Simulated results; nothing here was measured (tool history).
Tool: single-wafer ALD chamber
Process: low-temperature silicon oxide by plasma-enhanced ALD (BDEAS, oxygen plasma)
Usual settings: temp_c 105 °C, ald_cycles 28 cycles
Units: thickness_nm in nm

| run | day | temp_c | ald_cycles | read-back reference wafer on the same gauge, thickness_nm | thickness_nm |
|---|---|---|---|---|---|
| 1 | 0 | 105 | 32 | 3.489 | 4.221 |
| 2 | 1.625 | 105 | 32 | 3.493 | 4.211 |
| 3 | 1.962 | 105 | 32 | 3.489 | 4.229 |
| 4 | 2.583 | 105 | 30 | 3.489 | 3.97 |
| 5 | 2.962 | 105 | 30 | 3.49 | 3.95 |
| 6 | 3.367 | 105 | 28 | 3.49 | 3.686 |
| 7 | 3.646 | 105 | 28 | 3.492 | 3.703 |
| 8 | 3.9 | 105 | 28 | 3.488 | 3.69 |
| 9 | 4.246 | 105 | 28 | 3.491 | 3.707 |
| 10 | 4.796 | 100 | 28 | 3.491 | 3.723 |
| 11 | 5.438 | 105 | 28 | 3.491 | 3.7 |
| 12 | 7.1 | 105 | 28 | 3.49 | 3.679 |
| 13 | 7.567 | 105 | 28 | 3.488 | 3.701 |
| 14 | 8.2 | 105 | 28 | 3.491 | 3.698 |
| 15 | 8.904 | 105 | 28 | 3.489 | 3.697 |
| 16 | 9.483 | 105 | 28 | 3.49 | 3.684 |
| 17 | 10.154 | 105 | 28 | 3.489 | 3.699 |
| 18 | 10.475 | 105 | 28 | 3.492 | 3.695 |
|  | 11.008 | thermocouple changed; heater temperature recalibrated |
| 19 | 11.029 | 105 | 28 | 3.49 | 3.686 |
| 20 | 11.108 | 101 | 28 | 3.488 | 3.719 |
| 21 | 11.596 | 101 | 28 | 3.489 | 3.713 |
| 22 | 12.046 | 101 | 28 | 3.49 | 3.7 |
| 23 | 12.425 | 105 | 25 | 3.491 | 3.276 |
| 24 | 12.962 | 105 | 28 | 3.489 | 3.69 |
| 25 | 13.362 | 115 | 24 | 3.49 | 3.118 |
|  | 14.542 | gauge calibrated |
| 26 | 15.042 | 91 | 30 | 3.489 | 4.084 |
| 27 | 15.408 | 105 | 28 | 3.492 | 3.692 |
| 28 | 15.8 | 105 | 28 | 3.49 | 3.686 |
| 29 | 16.504 | 113 | 26 | 3.49 | 3.395 |
| 30 | 16.983 | 99 | 23 | 3.491 | 3.063 |
| 31 | 17.462 | 105 | 31 | 3.491 | 4.093 |
| 32 | 17.967 | 105 | 28 | 3.488 | 3.691 |
| 33 | 18.562 | 116 | 30 | 3.49 | 3.883 |
| 34 | 19.083 | 111 | 26 | 3.49 | 3.402 |
| 35 | 21.038 | 90 | 23 | 3.49 | 3.132 |
| 36 | 21.562 | 105 | 24 | 3.49 | 3.167 |
| 37 | 22.075 | 105 | 33 | 3.489 | 4.363 |
| 38 | 22.467 | 97 | 31 | 3.488 | 4.164 |
| 39 | 22.779 | 113 | 33 | 3.488 | 4.284 |
| 40 | 24.996 | 117 | 26 | 3.49 | 3.367 |
| 41 | 25.383 | 109 | 28 | 3.489 | 3.658 |
| 42 | 25.675 | 120 | 28 | 3.491 | 3.598 |
| 43 | 25.946 | 105 | 28 | 3.489 | 3.688 |
| 44 | 26.233 | 105 | 28 | 3.489 | 3.704 |
| 45 | 26.85 | 105 | 28 | 3.491 | 3.696 |
| 46 | 27.504 | 110 | 23 | 3.489 | 3.005 |
| 47 | 28.121 | 112 | 25 | 3.49 | 3.277 |

3 ways to go on from here, each from the tool as it stands after run 47. What would each give?
| A | 28.138 | 90 | 28 | ? | ? |
| B | 28.138 | 92 | 28 | ? | ? |
| C | 28.138 | 93 | 32 | ? | ? |

| run | read-back reference wafer on the same gauge, thickness_nm | thickness_nm |
|---|---|---|
| A | 3.49 | 3.848 |
| B | 3.49 | 3.825 |
| C | 3.49 | 4.357 |
Without the tool's hidden state the same runs would have given:
| run | thickness_nm |
|---|---|
| A | 3.848 |
| B | 3.825 |
| C | 4.357 |
